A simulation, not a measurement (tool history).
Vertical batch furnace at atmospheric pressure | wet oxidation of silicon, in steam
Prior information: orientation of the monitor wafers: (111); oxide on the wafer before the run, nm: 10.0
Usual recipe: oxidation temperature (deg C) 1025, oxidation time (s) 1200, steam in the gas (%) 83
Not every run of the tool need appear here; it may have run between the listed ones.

| run | hour | oxidation temperature (deg C) | oxidation time (s) | steam in the gas (%) | wafers since the last listed run | hours since the last temperature calibration | hours since the steam generator was serviced | hours since the gauge calibration | read-back reference wafer on the same gauge, thickness | oxide thickness on the monitor wafer (nm) |
|---|---|---|---|---|---|---|---|---|---|---|
| 1 | 0 | 1025 | 1200 | 83 | 0 | 3703.3 | 3243.7 | 366.2 | 224.01 | 246 |
| 2 | 15.7 | 1025 | 1200 | 83 | 217 | 3719 | 3259.4 | 381.9 | 224.08 | 246.22 |
| 3 | 25.7 | 1025 | 1200 | 83 | 138 | 3729 | 3269.4 | 391.9 | 224.17 | 245.75 |
| 4 | 32.4 | 1025 | 1200 | 83 | 92 | 3735.7 | 3276.1 | 398.6 | 224.05 | 246.61 |
| 5 | 46.6 | 1025 | 1200 | 83 | 197 | 3749.9 | 3290.3 | 412.8 | 223.94 | 245.74 |
| 6 | 56.1 | 1043 | 1200 | 76 | 131 | 3759.4 | 3299.8 | 422.3 | 223.98 | 258.76 |
| 7 | 67.9 | 1043 | 1200 | 76 | 163 | 3771.2 | 3311.6 | 434.1 | 223.9 | 258.8 |
| 8 | 79.2 | 1025 | 1530 | 83 | 156 | 3782.5 | 3322.9 | 445.4 | 224.02 | 286.72 |
| 9 | 94.4 | 1025 | 1530 | 83 | 210 | 3797.7 | 3338.1 | 460.6 | 224.15 | 286.84 |
| 10 | 108.2 | 1008 | 1200 | 83 | 191 | 3811.5 | 3351.9 | 474.4 | 223.9 | 219.16 |
| 11 | 124.9 | 1008 | 1200 | 83 | 231 | 3828.2 | 3368.6 | 491.1 | 224.01 | 219.35 |
| 12 | 133.4 | 1013 | 1200 | 83 | 117 | 3836.7 | 3377.1 | 499.6 | 224.17 | 227.24 |
| 13 | 145.4 | 1013 | 1200 | 83 | 166 | 3848.7 | 3389.1 | 511.6 | 224.15 | 226.78 |
| 14 | 156.5 | 1025 | 1200 | 83 | 154 | 3859.8 | 3400.2 | 522.7 | 223.84 | 244.45 |
|  | 168.4 | gauge calibrated |
| 15 | 169.3 | 1025 | 1200 | 83 | 177 | 3872.6 | 3413 | 0.9 | 223.95 | 245.13 |
| 16 | 179.5 | 1025 | 1200 | 83 | 141 | 3882.8 | 3423.2 | 11.1 | 224.12 | 244.71 |
| 17 | 195.4 | 1025 | 1200 | 83 | 220 | 3898.7 | 3439.1 | 27 | 224.11 | 244.88 |
| 18 | 204 | 1038 | 1200 | 83 | 119 | 3907.3 | 3447.7 | 35.6 | 223.79 | 265.27 |
| 19 | 220.1 | 1018 | 930 | 83 | 223 | 3923.4 | 3463.8 | 51.7 | 223.91 | 197.93 |
| 20 | 235.1 | 1013 | 1200 | 83 | 208 | 3938.4 | 3478.8 | 66.7 | 223.83 | 226.65 |
| 21 | 251 | 1016 | 1200 | 83 | 220 | 3954.3 | 3494.7 | 82.6 | 224.1 | 230.12 |
| 22 | 264.5 | 1025 | 1200 | 83 | 187 | 3967.8 | 3508.2 | 96.1 | 224.01 | 245.52 |
|  | 291.3 | steam generator serviced |
| 23 | 291.8 | 1025 | 690 | 87 | 45 | 3995.1 | 0.5 | 123.4 | 223.97 | 185.95 |
| 24 | 295.1 | 1014 | 990 | 83 | 45 | 3998.4 | 3.8 | 126.7 | 224.07 | 212.26 |
| 25 | 298.4 | 1045 | 1590 | 83 | 45 | 4001.7 | 7.1 | 130 | 224.02 | 344.57 |
| 26 | 310.8 | 1025 | 1200 | 83 | 172 | 4014.1 | 19.5 | 142.4 | 223.97 | 259.13 |
| 27 | 326.5 | 1025 | 750 | 83 | 217 | 4029.8 | 35.2 | 158.1 | 223.98 | 190.66 |
|  | 355.8 | thermocouples replaced and temperature profile calibrated |
| 28 | 356.3 | 1045 | 1590 | 83 | 80 | 0.5 | 65 | 187.9 | 223.92 | 345.55 |
| 29 | 359.6 | 1025 | 1200 | 83 | 45 | 3.8 | 68.3 | 191.2 | 224.04 | 257.72 |
| 30 | 362.9 | 1040 | 1740 | 94 | 45 | 7.1 | 71.6 | 194.5 | 224.08 | 380.83 |
| 31 | 377.1 | 1025 | 1200 | 83 | 197 | 21.3 | 85.8 | 208.7 | 223.97 | 258.02 |
| 32 | 390.3 | 1025 | 1200 | 83 | 183 | 34.5 | 99 | 221.9 | 224.06 | 258.03 |
| 33 | 406.7 | 1025 | 660 | 76 | 227 | 50.9 | 115.4 | 238.3 | 224.11 | 163.83 |
| 34 | 421.9 | 1025 | 1050 | 83 | 210 | 66.1 | 130.6 | 253.5 | 224.02 | 236.99 |
| 35 | 434.7 | 1019 | 1740 | 83 | 177 | 78.9 | 143.4 | 266.3 | 224.16 | 315.21 |
| 36 | 446.6 | 1025 | 900 | 91 | 165 | 90.8 | 155.3 | 278.2 | 223.89 | 227.25 |
| 37 | 458 | 1045 | 1410 | 83 | 158 | 102.2 | 166.7 | 289.6 | 224.1 | 319.14 |
| 38 | 472 | 1040 | 660 | 91 | 194 | 116.2 | 180.7 | 303.6 | 224.05 | 203.73 |
| 39 | 515 | 1025 | 930 | 91 | 596 | 159.2 | 223.7 | 346.6 | 223.9 | 231.88 |

What if the next run were any one of these 3? Each begins from the tool's condition after run 39:
| A | 518.4 | 1025 | 1200 | 83 | 47 | 162.6 | 227.1 | 350 | ? | ? |
| B | 518.4 | 1042 | 750 | 83 | 47 | 162.6 | 227.1 | 350 | ? | ? |
| C | 518.4 | 1025 | 1200 | 95 | 47 | 162.6 | 227.1 | 350 | ? | ? |

| run | read-back reference wafer on the same gauge, thickness | oxide thickness on the monitor wafer (nm) |
|---|---|---|
| A | 224.01 | 257.71 |
| B | 224.01 | 211.92 |
| C | 224.01 | 280.87 |
The same runs, with their run-to-run variation unchanged, on a tool lacking any hidden condition would have given:
| run | oxide thickness on the monitor wafer (nm) |
|---|---|
| A | 259.98 |
| B | 213.79 |
| C | 283.31 |
